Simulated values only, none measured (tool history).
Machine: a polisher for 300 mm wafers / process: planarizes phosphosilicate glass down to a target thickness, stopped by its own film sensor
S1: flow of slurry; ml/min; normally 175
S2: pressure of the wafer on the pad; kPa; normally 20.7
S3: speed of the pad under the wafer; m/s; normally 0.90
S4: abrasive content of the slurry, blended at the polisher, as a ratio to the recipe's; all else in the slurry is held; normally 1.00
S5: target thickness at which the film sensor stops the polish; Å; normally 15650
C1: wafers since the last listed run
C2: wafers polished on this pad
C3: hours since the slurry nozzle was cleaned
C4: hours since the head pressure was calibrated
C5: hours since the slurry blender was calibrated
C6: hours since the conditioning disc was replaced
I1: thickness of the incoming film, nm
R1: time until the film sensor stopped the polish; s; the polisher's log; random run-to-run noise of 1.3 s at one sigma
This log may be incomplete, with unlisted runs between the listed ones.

run 1 day=0.000 | S1=175 S2=20.7 S3=0.90 S4=1.00 S5=15650 | C1=0 C2=924 C3=98.7 C4=482.9 C5=330.3 C6=72.4 | I1=2357.5 | R1=127.1
-- day=2.950 slurry blender recalibrated
run 2 day=3.238 | S1=175 S2=20.7 S3=0.66 S4=1.00 S5=15650 | C1=533 C2=1458 C3=176.4 C4=560.6 C5=6.9 C6=150.1 | I1=2307.3 | R1=147.2
-- day=4.717 worn pad replaced by a new one
run 3 day=4.992 | S1=175 S2=20.7 S3=0.66 S4=1.00 S5=15650 | C1=268 C2=46 C3=218.5 C4=602.7 C5=49.0 C6=192.2 | I1=2405.1 | R1=150.8
run 4 day=7.033 | S1=175 S2=20.7 S3=0.90 S4=1.00 S5=13480 | C1=345 C2=392 C3=267.5 C4=651.7 C5=98.0 C6=241.2 | I1=2368.5 | R1=155.5
run 5 day=10.729 | S1=175 S2=20.7 S3=0.90 S4=1.00 S5=13480 | C1=625 C2=1018 C3=356.2 C4=740.4 C5=186.7 C6=329.9 | I1=2376.0 | R1=163.9
-- day=10.858 head pressure recalibrated
run 6 day=13.600 | S1=175 S2=20.7 S3=0.90 S4=1.00 S5=13480 | C1=471 C2=1489 C3=425.1 C4=65.8 C5=255.6 C6=398.8 | I1=2363.3 | R1=164.9
-- day=15.562 conditioning disc replaced and pad reconditioned
run 7 day=16.958 | S1=175 S2=20.7 S3=0.90 S4=1.00 S5=15650 | C1=554 C2=2044 C3=505.7 C4=146.4 C5=336.2 C6=33.5 | I1=2343.4 | R1=122.5
-- day=17.158 worn pad replaced by a new one
run 8 day=19.596 | S1=175 S2=20.7 S3=0.90 S4=1.00 S5=15650 | C1=418 C2=412 C3=569.0 C4=209.7 C5=399.5 C6=96.8 | I1=2385.7 | R1=123.4
run 9 day=21.692 | S1=175 S2=20.7 S3=0.90 S4=1.00 S5=15650 | C1=354 C2=767 C3=619.3 C4=260.0 C5=449.8 C6=147.1 | I1=2350.4 | R1=122.5
-- day=23.558 slurry blender recalibrated
run 10 day=25.004 | S1=175 S2=20.7 S3=0.90 S4=1.00 S5=15650 | C1=546 C2=1313 C3=698.8 C4=339.5 C5=34.7 C6=226.6 | I1=2366.7 | R1=129.1
-- day=25.962 slurry nozzle cleaned
-- day=28.521 worn pad replaced by a new one
run 11 day=29.196 | S1=175 S2=20.7 S3=0.90 S4=1.00 S5=15650 | C1=674 C2=114 C3=77.6 C4=440.1 C5=135.3 C6=327.2 | I1=2354.7 | R1=116.4
-- day=29.838 conditioning disc replaced and pad reconditioned
run 12 day=32.979 | S1=235 S2=25.5 S3=0.90 S4=1.00 S5=15650 | C1=626 C2=740 C3=168.4 C4=530.9 C5=226.1 C6=75.4 | I1=2315.4 | R1=92.7
run 13 day=34.617 | S1=175 S2=20.7 S3=0.90 S4=1.00 S5=17130 | C1=277 C2=1017 C3=207.7 C4=570.2 C5=265.4 C6=114.7 | I1=2383.5 | R1=107.5
run 14 day=37.792 | S1=175 S2=17.9 S3=0.90 S4=1.00 S5=17240 | C1=537 C2=1555 C3=283.9 C4=646.4 C5=341.6 C6=190.9 | I1=2384.5 | R1=119.6
-- day=38.229 head pressure recalibrated
-- day=39.608 worn pad replaced by a new one
run 15 day=41.433 | S1=175 S2=20.7 S3=0.90 S4=1.00 S5=17590 | C1=574 C2=309 C3=371.3 C4=76.9 C5=429.0 C6=278.3 | I1=2358.8 | R1=89.0
-- day=41.717 slurry blender recalibrated
run 16 day=44.783 | S1=175 S2=20.7 S3=0.90 S4=1.00 S5=15650 | C1=553 C2=862 C3=451.7 C4=157.3 C5=73.6 C6=358.7 | I1=2359.1 | R1=125.8
-- day=46.079 conditioning disc replaced and pad reconditioned
run 17 day=47.962 | S1=175 S2=13.8 S3=0.90 S4=1.10 S5=15650 | C1=524 C2=1386 C3=528.0 C4=233.6 C5=149.9 C6=45.2 | I1=2387.2 | R1=177.1
run 18 day=50.271 | S1=130 S2=20.7 S3=0.72 S4=0.85 S5=18220 | C1=390 C2=1776 C3=583.4 C4=289.0 C5=205.3 C6=100.6 | I1=2340.7 | R1=111.8
-- day=51.071 worn pad replaced by a new one
run 19 day=54.446 | S1=130 S2=20.7 S3=0.72 S4=0.85 S5=18220 | C1=678 C2=571 C3=683.6 C4=389.2 C5=305.5 C6=200.8 | I1=2376.3 | R1=118.4

Take each entry between the runs: how does the hidden state at the last listed run before it differ from the hidden state at the first listed run after it?
Runs 1 to 2: slurry blender recalibrated (day 2.950)
  removal rate lost through wear of the pad, %: 8.61 -> 9.74
  measured result minus the result with no hidden state, R1: +10.9 -> +14.4 s
Runs 2 to 3: worn pad replaced by a new one (day 4.717)
  removal rate lost through wear of the pad, %: 9.74 -> 0.733
  measured result minus the result with no hidden state, R1: +14.4 -> +1.1 s
Runs 5 to 6: head pressure recalibrated (day 10.858)
  removal rate lost through wear of the pad, %: 7.34 -> 8.28
  measured result minus the result with no hidden state, R1: +12.0 -> +13.7 s
Runs 6 to 7: conditioning disc replaced and pad reconditioned (day 15.562)
  removal rate lost through wear of the pad, %: 8.28 -> 8.75
  measured result minus the result with no hidden state, R1: +13.7 -> +10.7 s
Runs 7 to 8: worn pad replaced by a new one (day 17.158)
  removal rate lost through wear of the pad, %: 8.75 -> 4.61
  measured result minus the result with no hidden state, R1: +10.7 -> +5.7 s
Runs 9 to 10: slurry blender recalibrated (day 23.558)
  removal rate lost through wear of the pad, %: 6.63 -> 8.17
  measured result minus the result with no hidden state, R1: +8.1 -> +10.5 s
Runs 10 to 11: slurry nozzle cleaned (day 25.962); worn pad replaced by a new one (day 28.521)
  removal rate lost through wear of the pad, %: 8.17 -> 2.4
  measured result minus the result with no hidden state, R1: +10.5 -> +2.8 s
Runs 11 to 12: conditioning disc replaced and pad reconditioned (day 29.838)
  removal rate lost through wear of the pad, %: 2.4 -> 7.23
  measured result minus the result with no hidden state, R1: +2.8 -> +6.7 s
Runs 14 to 15: head pressure recalibrated (day 38.229); worn pad replaced by a new one (day 39.608)
  removal rate lost through wear of the pad, %: 9.16 -> 3.65
  measured result minus the result with no hidden state, R1: +10.9 -> +3.2 s
Runs 15 to 16: slurry blender recalibrated (day 41.717)
  removal rate lost through wear of the pad, %: 3.65 -> 6.92
  measured result minus the result with no hidden state, R1: +3.2 -> +8.7 s
Runs 16 to 17: conditioning disc replaced and pad reconditioned (day 46.079)
  removal rate lost through wear of the pad, %: 6.92 -> 8.18
  measured result minus the result with no hidden state, R1: +8.7 -> +14.5 s
Runs 18 to 19: worn pad replaced by a new one (day 51.071)
  removal rate lost through wear of the pad, %: 8.6 -> 6.7
  measured result minus the result with no hidden state, R1: +9.6 -> +8.0 s
